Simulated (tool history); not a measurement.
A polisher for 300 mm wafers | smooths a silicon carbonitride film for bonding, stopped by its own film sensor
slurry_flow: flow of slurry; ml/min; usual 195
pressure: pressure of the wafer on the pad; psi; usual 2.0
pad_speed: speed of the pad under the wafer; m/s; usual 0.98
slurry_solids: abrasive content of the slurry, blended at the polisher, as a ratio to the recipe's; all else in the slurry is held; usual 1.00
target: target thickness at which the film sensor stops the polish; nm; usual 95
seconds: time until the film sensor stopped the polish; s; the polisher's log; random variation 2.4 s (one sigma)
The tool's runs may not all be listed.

run	day	slurry_flow	pressure	pad_speed	slurry_solids	target	wafers since the last listed run	wafers polished on this pad	hours since the slurry nozzle was cleaned	hours since the head pressure was calibrated	hours since the slurry blender was calibrated	incoming thickness of the incoming film, nm	seconds
1	0.000	195	2.0	0.98	1.00	95	0	702	735.8	955.2	19.8	120.3	138.8
2	1.321	195	2.0	0.98	1.00	95	177	880	767.5	986.9	51.5	120.5	138.9
# day 1.596: worn pad replaced by a new one
3	1.996	195	2.0	0.98	1.00	95	68	53	783.7	1003.1	67.7	119.3	123.0
4	2.750	195	2.0	0.98	1.00	95	101	154	801.8	1021.2	85.8	120.8	131.8
5	3.521	195	2.0	0.98	1.00	95	103	258	820.3	1039.7	104.3	119.8	129.4
6	4.238	195	2.0	0.84	1.00	95	96	354	837.5	1056.9	121.5	120.7	152.5
7	4.804	195	2.0	0.98	1.00	95	76	430	851.1	1070.5	135.1	119.1	133.7
8	5.504	195	2.0	0.98	1.00	95	93	524	867.9	1087.3	151.9	120.7	134.8
# day 7.458: worn pad replaced by a new one
9	7.479	195	2.0	0.98	0.85	95	242	2	915.3	1134.7	199.3	119.7	135.5
# day 7.854: slurry nozzle cleaned
# day 7.888: slurry blender recalibrated
10	8.200	195	2.0	0.98	0.85	95	86	89	8.3	1152.0	7.5	118.0	130.2
11	8.783	195	2.0	0.98	0.85	95	78	167	22.3	1166.0	21.5	121.3	147.3
# day 9.075: head pressure recalibrated
12	9.771	195	2.3	0.98	0.75	95	121	288	46.0	16.7	45.2	119.0	134.9
13	11.033	195	2.3	0.98	0.75	95	169	458	76.3	47.0	75.5	121.8	150.6
14	12.446	195	2.0	1.30	1.00	95	189	647	110.2	80.9	109.4	119.0	112.9

The next listed run, before its measurement:
15	13.646	195	2.0	0.98	1.00	99	161	808	139.0	109.7	138.2	120.8	?

Run 15 gave seconds 120.9 s.
Without the tool's hidden state the same run would have given seconds 103.9 s.
